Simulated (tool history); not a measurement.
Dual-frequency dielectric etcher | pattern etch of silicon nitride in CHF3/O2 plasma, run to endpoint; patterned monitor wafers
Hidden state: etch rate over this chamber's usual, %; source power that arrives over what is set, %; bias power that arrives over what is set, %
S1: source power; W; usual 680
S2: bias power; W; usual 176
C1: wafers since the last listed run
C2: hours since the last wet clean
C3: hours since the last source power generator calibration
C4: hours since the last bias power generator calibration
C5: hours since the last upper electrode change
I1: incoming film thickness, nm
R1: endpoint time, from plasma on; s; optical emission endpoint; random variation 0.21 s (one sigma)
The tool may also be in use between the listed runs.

run,hour,S1,S2,C1,C2,C3,C4,C5,I1,R1
1,0,650,143,0,1.8,2609.1,1273.1,3825.6,70.1,47.2
2,30.4,650,143,305,32.2,2639.5,1303.5,3856,69.1,45.8
3,56.5,650,143,262,58.3,2665.6,1329.6,3882.1,69.6,46.6
4,69.5,680,176,130,71.3,2678.6,1342.6,3895.1,69.5,42.5
5,96.9,680,176,275,98.7,2706,1370,3922.5,69.9,42.9
6,110.8,680,176,139,112.6,2719.9,1383.9,3936.4,69.7,42.5
7,143.2,680,176,325,145,2752.3,1416.3,3968.8,69.8,42.1
8,158.7,780,176,155,160.5,2767.8,1431.8,3984.3,69.1,39.6
9,190,780,176,314,191.8,2799.1,1463.1,4015.6,70.1,40.3
10,208.7,680,176,187,210.5,2817.8,1481.8,4034.3,70.1,42.2
11,232.6,570,176,240,234.4,2841.7,1505.7,4058.2,69.9,45.3
12,258.6,570,176,261,260.4,2867.7,1531.7,4084.2,68.8,44.1
13,288.6,570,176,301,290.4,2897.7,1561.7,4114.2,70,44.8
14,312.8,680,176,243,314.6,2921.9,1585.9,4138.4,70.3,41.4
15,348.8,680,203,361,350.6,2957.9,1621.9,4174.4,69.5,39
16,371.8,680,203,231,373.6,2980.9,1644.9,4197.4,71.2,40.1
# hour 412.5: source power generator calibrated
# hour 418.9: wet clean of the chamber
17,419.4,620,159,374,0.5,6.9,1692.5,4245,70.3,46.7
18,424.3,680,176,49,5.4,11.8,1697.4,4249.9,69.6,42.6
19,448,820,136,238,29.1,35.5,1721.1,4273.6,69.3,42.4
20,471.2,830,220,233,52.3,58.7,1744.3,4296.8,70.5,37
# hour 481.5: bias power generator calibrated
21,485.3,680,176,101,66.4,72.8,3.8,4310.9,70,42.9
22,498.9,680,161,136,80,86.4,17.4,4324.5,69.7,43.4
23,532.4,800,215,336,113.5,119.9,50.9,4358,69.5,37.2
24,556.2,790,132,239,137.3,143.7,74.7,4381.8,69.7,43.5
25,579.9,630,162,238,161,167.4,98.4,4405.5,69.6,44.2
# hour 607.5: upper electrode replaced
26,608,570,155,41,189.1,195.5,126.5,0.5,69.4,46.5
27,627.8,680,176,198,208.9,215.3,146.3,20.3,69.7,41.3
28,654.9,570,138,272,236,242.4,173.4,47.4,70.5,49
29,680.6,520,176,258,261.7,268.1,199.1,73.1,70.3,46.5
30,694.3,810,208,137,275.4,281.8,212.8,86.8,70.2,36.7
31,711.9,800,133,176,293,299.4,230.4,104.4,69.8,41.8
32,743.3,760,204,315,324.4,330.8,261.8,135.8,69.6,37.4
# hour 771.2: wet clean of the chamber
33,771.7,680,176,44,0.5,359.2,290.2,164.2,69.8,42.8

The tool's hidden state at each run:
source power that arrives over what is set, %: 0 in every run
bias power that arrives over what is set, %: 0 in every run
H1: etch rate over this chamber's usual, %
run,H1
1,-0.958
2,-0.528
3,-0.159
4,0.025
5,0.413
6,0.609
7,1.07
8,1.29
9,1.73
10,1.99
11,2.33
12,2.7
13,3.12
14,3.47
15,3.98
16,4.3
17,-0.434
18,-0.365
19,-0.0299
20,0.298
21,0.498
22,0.69
23,1.16
24,1.5
25,1.84
26,2.23
27,2.51
28,2.9
29,3.26
30,3.45
31,3.7
32,4.15
33,-0.443

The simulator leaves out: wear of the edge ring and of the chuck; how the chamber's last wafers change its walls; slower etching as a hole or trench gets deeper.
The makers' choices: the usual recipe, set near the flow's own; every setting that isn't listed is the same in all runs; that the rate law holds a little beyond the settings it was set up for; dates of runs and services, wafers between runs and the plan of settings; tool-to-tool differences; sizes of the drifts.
